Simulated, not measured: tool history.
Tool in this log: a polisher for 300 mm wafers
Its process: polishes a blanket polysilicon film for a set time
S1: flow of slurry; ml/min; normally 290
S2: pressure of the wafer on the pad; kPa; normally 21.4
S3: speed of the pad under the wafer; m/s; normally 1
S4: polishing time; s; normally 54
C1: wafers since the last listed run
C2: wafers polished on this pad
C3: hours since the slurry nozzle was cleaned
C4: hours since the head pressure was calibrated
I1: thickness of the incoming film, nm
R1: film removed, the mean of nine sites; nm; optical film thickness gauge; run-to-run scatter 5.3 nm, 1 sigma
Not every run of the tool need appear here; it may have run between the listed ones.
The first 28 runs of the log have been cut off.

run    hour   S1    S2    S3  S4   C1    C2     C3     C4      I1     R1
 29  1582.7  350  23.4     1  54  459   830  174.6  349.1  1427.1  572.5
 30  1616.3  385  21.4   1.2  38  376  1206  208.2  382.7  1409.1    409
 31  1662.1  290  21.4     1  54  512  1719    254  428.5  1429.7  490.7
 32  1690.1  290  21.4     1  45  313  2032    282  456.5  1426.3  415.7
 33  1756.8  250  19.3     1  54  746  2779  348.7  523.2  1433.4  441.3
 34  1790.1  330  21.4  1.36  45  372  3152    382  556.5  1436.8  505.2
     1845.6  -- slurry nozzle cleaned
 35  1852.4  290  21.4  0.68  54  686  3838    6.8  618.8  1438.3  425.4
 36  1893.9  290  21.4     1  36  464  4303   48.3  660.3  1411.2  345.6

Alternative continuations, all from the tool just after run 36; predict every row:
  A  1894.3  290  21.4   0.7  54   4  4307  48.7  660.7  1412.2   ?
  B  1894.3  355  21.4     1  54   4  4307  48.7  660.7  1412.2   ?
  C  1894.3  290  21.4     1  42   4  4307  48.7  660.7  1412.2   ?
  D  1894.3  320  21.4     1  54   4  4307  48.7  660.7  1412.2   ?
  E  1894.3  290  21.4  1.18  54   4  4307  48.7  660.7  1412.2   ?

run     R1
  A  438.8
  B  544.7
  C  416.2
  D  539.9
  E  592.9
Without the tool's hidden state the same runs would have given:
run     R1
  A  446.4
  B  552.7
  C  423.5
  D  548.6
  E  603.2
